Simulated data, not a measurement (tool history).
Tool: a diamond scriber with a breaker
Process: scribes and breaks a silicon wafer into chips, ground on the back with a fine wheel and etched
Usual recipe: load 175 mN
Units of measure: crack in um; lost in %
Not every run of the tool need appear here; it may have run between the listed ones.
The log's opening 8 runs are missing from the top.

| run | hour | load | wafers since the last listed run | hours since the diamond tip was replaced | hours since the load on the tip was calibrated | incoming depth of the damage left on the back of the incoming wafer, um | crack | lost |
|---|---|---|---|---|---|---|---|---|
| 9 | 116.6 | 175 | 87 | 1012.7 | 633.9 | 0.67 | 8.33 | 19.32 |
| 10 | 123.4 | 175 | 35 | 1019.5 | 640.7 | 0.73 | 8.18 | 18.52 |
| 11 | 137.2 | 158 | 71 | 1033.3 | 654.5 | 0.40 | 7.44 | 36.63 |
| 12 | 154.5 | 158 | 90 | 1050.6 | 671.8 | 0.41 | 7.48 | 34.62 |
| 13 | 169.6 | 158 | 78 | 1065.7 | 686.9 | 0.31 | 7.42 | 33.98 |
| 14 | 178.4 | 163 | 45 | 1074.5 | 695.7 | 0.35 | 7.57 | 29.17 |
| 15 | 184.6 | 163 | 32 | 1080.7 | 701.9 | 0.35 | 7.77 | 32.62 |
| 16 | 200.8 | 175 | 84 | 1096.9 | 718.1 | 0.49 | 7.86 | 19.98 |
| 17 | 208.4 | 135 | 39 | 1104.5 | 725.7 | 0.44 | 6.26 | 59.97 |
| 18 | 222.9 | 135 | 75 | 1119.0 | 740.2 | 0.78 | 6.36 | 59.63 |
| 19 | 232.7 | 175 | 51 | 1128.8 | 750.0 | 0.53 | 8.00 | 19.24 |
| 20 | 242.2 | 175 | 49 | 1138.3 | 759.5 | 0.52 | 7.95 | 21.78 |
| 21 | 255.8 | 199 | 70 | 1151.9 | 773.1 | 0.31 | 8.82 | 6.94 |
| 22 | 264.3 | 141 | 44 | 1160.4 | 781.6 | 0.71 | 6.70 | 55.59 |

Estimate the outcome of run 23 from the log above:
| 23 | 280.1 | 201 | 82 | 1176.2 | 797.4 | 0.61 | ? | ? |

Run 23 produced crack 8.83 um, lost 6.66 %.
With no hidden state in the tool, this same run would have given crack 11.05 um, lost 7.72 %.

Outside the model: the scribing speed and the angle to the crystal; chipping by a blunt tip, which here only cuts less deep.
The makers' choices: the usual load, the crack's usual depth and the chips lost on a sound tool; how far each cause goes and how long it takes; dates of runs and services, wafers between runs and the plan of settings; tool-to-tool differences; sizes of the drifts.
